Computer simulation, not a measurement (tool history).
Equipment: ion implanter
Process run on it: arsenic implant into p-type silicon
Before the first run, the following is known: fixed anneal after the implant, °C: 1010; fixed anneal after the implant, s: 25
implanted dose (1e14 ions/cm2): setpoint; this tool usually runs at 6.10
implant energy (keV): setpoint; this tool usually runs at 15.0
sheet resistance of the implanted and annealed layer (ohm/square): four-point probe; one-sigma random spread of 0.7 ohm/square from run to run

run,hour,implanted dose (1e14 ions/cm2),implant energy (keV),wafers since the last listed run,hours since the last dose calibration,hours since the extraction supply was calibrated,hours since the gauge calibration,"read-back reference wafer on the same gauge, sheet resistance",sheet resistance of the implanted and annealed layer (ohm/square)
1,0.0,6.10,17.5,0,722.5,5051.5,138.3,224.06,186.26
2,50.4,6.10,17.5,579,772.9,5101.9,188.7,223.86,185.60
3,120.5,6.10,17.5,806,843.0,5172.0,258.8,224.03,185.78
4,163.0,6.10,15.0,489,885.5,5214.5,301.3,223.91,187.48
5,200.1,6.10,15.0,426,922.6,5251.6,338.4,223.98,187.04
# hour 228.4: Faraday cup replaced and dose calibrated
6,228.9,6.10,19.0,239,0.5,5280.4,367.2,224.17,188.88
7,263.7,6.67,11.5,400,35.3,5315.2,402.0,223.71,187.54
8,320.8,6.67,11.5,657,92.4,5372.3,459.1,224.25,187.21
9,345.9,4.94,10.5,288,117.5,5397.4,484.2,224.02,233.21
10,378.5,4.87,11.5,375,150.1,5430.0,516.8,223.96,233.94
11,443.8,4.38,20.0,751,215.4,5495.3,582.1,224.14,238.31
# hour 455.0: extraction supply calibrated
12,487.4,6.10,19.5,409,259.0,32.4,625.7,224.16,186.92
13,524.8,4.32,10.5,430,296.4,69.8,663.1,223.96,255.71
# hour 535.4: gauge calibrated
14,549.8,6.10,15.0,287,321.4,94.8,14.4,223.92,193.62
15,603.3,6.10,15.0,615,374.9,148.3,67.9,224.25,192.83
16,627.6,7.93,13.5,279,399.2,172.6,92.2,223.99,163.36
17,693.3,6.10,17.5,755,464.9,238.3,157.9,223.79,188.88

Here are 3 independent what-if runs from the current tool condition. What would each one return?
A,693.7,6.10,18.0,4,465.3,238.7,158.3,?,?
B,693.7,7.53,18.0,4,465.3,238.7,158.3,?,?
C,693.7,4.46,18.5,4,465.3,238.7,158.3,?,?

run,"read-back reference wafer on the same gauge, sheet resistance",sheet resistance of the implanted and annealed layer (ohm/square)
A,223.62,186.90
B,223.62,161.46
C,223.62,234.13
The same runs, with their run-to-run variation unchanged, on a tool lacking any hidden condition would have given:
run,sheet resistance of the implanted and annealed layer (ohm/square)
A,189.20
B,163.33
C,237.13

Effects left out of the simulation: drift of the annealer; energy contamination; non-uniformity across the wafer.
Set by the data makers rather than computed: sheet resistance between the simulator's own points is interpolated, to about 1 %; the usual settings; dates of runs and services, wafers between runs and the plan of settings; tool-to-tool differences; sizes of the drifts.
